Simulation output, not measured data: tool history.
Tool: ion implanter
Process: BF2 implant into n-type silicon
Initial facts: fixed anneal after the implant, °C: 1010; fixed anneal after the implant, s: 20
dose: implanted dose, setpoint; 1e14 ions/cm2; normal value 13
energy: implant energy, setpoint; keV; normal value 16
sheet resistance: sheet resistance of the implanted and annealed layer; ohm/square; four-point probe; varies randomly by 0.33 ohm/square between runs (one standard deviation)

run	hour	dose	energy	read-back reference wafer on the same gauge, sheet resistance	sheet resistance
1	0	13	16	160.04	187.84
2	46.2	13	16	160.13	188.4
3	75.5	13	16	160	187.74
4	113.2	13	16	159.95	188.26
5	154	13	16	159.99	187.34
6	230	13	16	160.07	188.56
7	344.1	13	16	160.05	187.79
8	393.3	13	16	159.98	188.55
9	451.4	13	16	159.99	188.03
10	495.5	13	16	159.94	187.9
11	540.5	13	16	159.97	187.45
# hour 550.5: extraction supply calibrated
12	566	13	16	160.05	187.31
# hour 576.5: gauge calibrated
# hour 635.6: Faraday cup replaced and dose calibrated
13	636.1	14.74	21	160.01	164.45
14	689.8	16.36	16	160.01	180.73
15	761.1	15.27	13	159.94	196.01
16	830.8	15.38	18	159.97	173.85
17	858.3	15.02	20	159.98	166.5
# hour 899.4: Faraday cup replaced and dose calibrated, repeated, since the last time left the tool worse
18	913.8	15.58	18.5	160.08	172.91
19	947.8	14.45	14	159.94	194.13
20	1016.1	14.45	14	159.91	194.21
21	1064.2	11.67	21	160.03	174.29
22	1096	11.5	10.5	160.02	222.06
23	1135.5	13	16	160.06	188.19
24	1185	13	16	160.06	188.21

5 options for the next run, each taken on its own from the tool as it stands now. Forecast them:
A	1185.4	13	18	?	?
B	1185.4	13	10.5	?	?
C	1185.4	9.65	13.5	?	?
D	1185.4	15.72	11.5	?	?
E	1185.4	15.55	16	?	?

run	read-back reference wafer on the same gauge, sheet resistance	sheet resistance
A	160.08	180.18
B	160.08	215.79
C	160.08	216.36
D	160.08	204.19
E	160.08	182.85
Stripped of hidden state, with their random variation kept, the same runs would have yielded:
run	sheet resistance
A	180.58
B	216.22
C	217.14
D	204.44
E	183.11
